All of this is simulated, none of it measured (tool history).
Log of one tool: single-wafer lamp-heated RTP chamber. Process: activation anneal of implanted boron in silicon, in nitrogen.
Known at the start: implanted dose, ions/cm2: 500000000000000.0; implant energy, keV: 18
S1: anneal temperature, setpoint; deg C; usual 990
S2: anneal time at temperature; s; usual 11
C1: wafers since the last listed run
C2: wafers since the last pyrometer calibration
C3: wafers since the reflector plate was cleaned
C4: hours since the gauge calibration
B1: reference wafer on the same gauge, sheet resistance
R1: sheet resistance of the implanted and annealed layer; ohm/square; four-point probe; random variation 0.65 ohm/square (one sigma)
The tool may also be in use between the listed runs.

run	hour	S1	S2	C1	C2	C3	C4	B1	R1
1	0	990	11	0	632	1758	1097.5	214.72	226.16
2	190.9	990	11	2743	3375	4502	1288.4	215.79	225.92
3	253.4	990	11	898	4273	5400	1350.9	215.94	226.93
4	309.2	990	15	801	5075	6201	1406.7	216.3	224.45
# hour 384.8: reflector plate cleaned
5	385.3	990	11	978	6053	7	1482.8	216.78	227.5
# hour 555.4: pyrometer window cleaned and pyrometer calibrated
6	555.9	990	11	2336	7	2344	1653.4	218.06	228.43
7	590.6	990	11	498	506	2842	1688.1	217.99	228.57
8	621.9	990	11	449	956	3292	1719.4	218.44	228.91
9	693.2	990	16	1024	1980	4317	1790.7	219.06	228.2
10	748.2	990	16	790	2771	5107	1845.7	219.45	228.82
# hour 757.6: gauge calibrated
11	798.1	990	11	717	3488	5824	40.5	211.56	221.21
12	867	990	11	990	4478	6814	109.4	211.56	222.6
# hour 898.3: reflector plate cleaned
13	902.9	1004	17	400	4878	66	145.3	211.57	215.49
14	962.6	1008	6	857	5736	924	205	211.65	217.99
15	1013	1001	17	724	6461	1648	255.4	211.89	216.13
# hour 1053.6: pyrometer window cleaned and pyrometer calibrated
16	1054.7	990	11	484	16	2132	297.1	211.93	222.42
17	1100.1	990	11	652	668	2784	342.5	211.85	221.27
18	1168.6	965	14	984	1652	3769	411	212.11	245.6
19	1195.9	1007	16	392	2045	4161	438.3	212.22	215.06
20	1262.7	1015	7	959	3005	5121	505.1	212.24	215.15
21	1334.6	979	15	1033	4038	6154	577	212.27	229.68
22	1375.3	1017	15	584	4622	6739	617.7	212.58	213.17
# hour 1457: reflector plate cleaned
23	1515.8	967	11	1903	6526	845	758.2	212.93	247.16
24	1557.3	1004	16	596	7123	1441	799.7	213.1	216.3
# hour 1572.9: pyrometer window cleaned and pyrometer calibrated
25	1601.2	966	7	515	406	1957	843.6	213.06	252.11
26	1668.8	963	9	971	1377	2928	911.2	213.45	256.67
27	1710.2	970	7	594	1972	3523	952.6	213.68	246.54
28	1775.6	990	11	939	2912	4463	1018	213.99	225.17
29	1820.4	963	9	643	3556	5107	1062.8	214.08	257.09
30	1854.3	990	11	487	4043	5594	1096.7	214.41	224.9
31	1885.7	1002	9	451	4494	6045	1128.1	214.37	221.12
32	1933.1	990	11	681	5175	6726	1175.5	214.69	224.89
33	1961.5	972	8	408	5583	7134	1203.9	214.93	243.29
# hour 2039: reflector plate cleaned
34	2151.3	1017	16	2612	8195	1613	1393.7	215.99	216.96
# hour 2182.3: pyrometer window cleaned and pyrometer calibrated
35	2182.8	1008	8	337	7	1951	1425.2	216.31	220.14

Forecast each of these 5 alternatives for the next run:
A	2183.2	990	11	5	13	1957	1425.6	?	?
B	2183.2	1013	17	5	13	1957	1425.6	?	?
C	2183.2	969	16	5	13	1957	1425.6	?	?
D	2183.2	1015	6	5	13	1957	1425.6	?	?
E	2183.2	1000	7	5	13	1957	1425.6	?	?

run	B1	R1
A	216.06	226.02
B	216.06	216.9
C	216.06	242.04
D	216.06	219.03
E	216.06	222.91
Without the tool's hidden state the same runs would have given:
run	R1
A	221.73
B	212.78
C	237.44
D	214.86
E	218.67
